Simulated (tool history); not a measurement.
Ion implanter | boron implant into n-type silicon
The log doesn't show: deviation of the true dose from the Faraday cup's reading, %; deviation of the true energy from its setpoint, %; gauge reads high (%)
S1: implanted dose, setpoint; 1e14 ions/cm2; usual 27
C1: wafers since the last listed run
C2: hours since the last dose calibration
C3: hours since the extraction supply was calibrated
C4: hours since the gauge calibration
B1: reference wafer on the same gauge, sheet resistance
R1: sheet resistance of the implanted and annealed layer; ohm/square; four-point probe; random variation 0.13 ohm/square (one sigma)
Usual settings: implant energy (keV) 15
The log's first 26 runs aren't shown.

{"run": 27, "hour": 750.5, "S1": 27, "implant energy (keV)": 15, "C1": 464, "C2": 327.7, "C3": 268.9, "C4": 227.7, "B1": 49.29, "R1": 62}
{"run": 28, "hour": 778.8, "S1": 23.89, "implant energy (keV)": 18.5, "C1": 344, "C2": 356, "C3": 297.2, "C4": 256, "B1": 49.28, "R1": 60.71}
{"run": 29, "hour": 793.8, "S1": 23.23, "implant energy (keV)": 19.5, "C1": 182, "C2": 371, "C3": 312.2, "C4": 271, "B1": 49.27, "R1": 60.53}
{"run": 30, "hour": 812.8, "S1": 19.55, "implant energy (keV)": 17, "C1": 231, "C2": 390, "C3": 331.2, "C4": 290, "B1": 49.29, "R1": 69.89}
{"run": 31, "hour": 845.9, "S1": 27, "implant energy (keV)": 18.5, "C1": 402, "C2": 423.1, "C3": 364.3, "C4": 323.1, "B1": 49.31, "R1": 56.89}
{"run": 32, "hour": 864.3, "S1": 27, "implant energy (keV)": 15, "C1": 223, "C2": 441.5, "C3": 382.7, "C4": 341.5, "B1": 49.32, "R1": 62.08}
{"run": 33, "hour": 886.7, "S1": 27, "implant energy (keV)": 15, "C1": 272, "C2": 463.9, "C3": 405.1, "C4": 363.9, "B1": 49.28, "R1": 61.91}
{"run": 34, "hour": 903.5, "S1": 27, "implant energy (keV)": 15, "C1": 204, "C2": 480.7, "C3": 421.9, "C4": 380.7, "B1": 49.31, "R1": 62.01}
{"run": 35, "hour": 929.0, "S1": 27, "implant energy (keV)": 15, "C1": 310, "C2": 506.2, "C3": 447.4, "C4": 406.2, "B1": 49.32, "R1": 62.01}
{"run": 36, "hour": 957.0, "S1": 32.15, "implant energy (keV)": 11, "C1": 340, "C2": 534.2, "C3": 475.4, "C4": 434.2, "B1": 49.3, "R1": 69.15}
{"run": 37, "hour": 980.0, "S1": 32.86, "implant energy (keV)": 12.5, "C1": 279, "C2": 557.2, "C3": 498.4, "C4": 457.2, "B1": 49.3, "R1": 64.08}

Forecast each of these 3 alternatives for the next run:
{"run": "A", "hour": 980.4, "S1": 27, "implant energy (keV)": 15, "C1": 4, "C2": 557.6, "C3": 498.8, "C4": 457.6, "B1": "?", "R1": "?"}
{"run": "B", "hour": 980.4, "S1": 29.74, "implant energy (keV)": 19, "C1": 4, "C2": 557.6, "C3": 498.8, "C4": 457.6, "B1": "?", "R1": "?"}
{"run": "C", "hour": 980.4, "S1": 34.55, "implant energy (keV)": 19, "C1": 4, "C2": 557.6, "C3": 498.8, "C4": 457.6, "B1": "?", "R1": "?"}

run=A B1=49.3 R1=62.08
run=B B1=49.3 R1=54.27
run=C B1=49.3 R1=51.6
Without the tool's hidden state the same runs would have given:
run=A R1=61.54
run=B R1=53.77
run=C R1=51.29
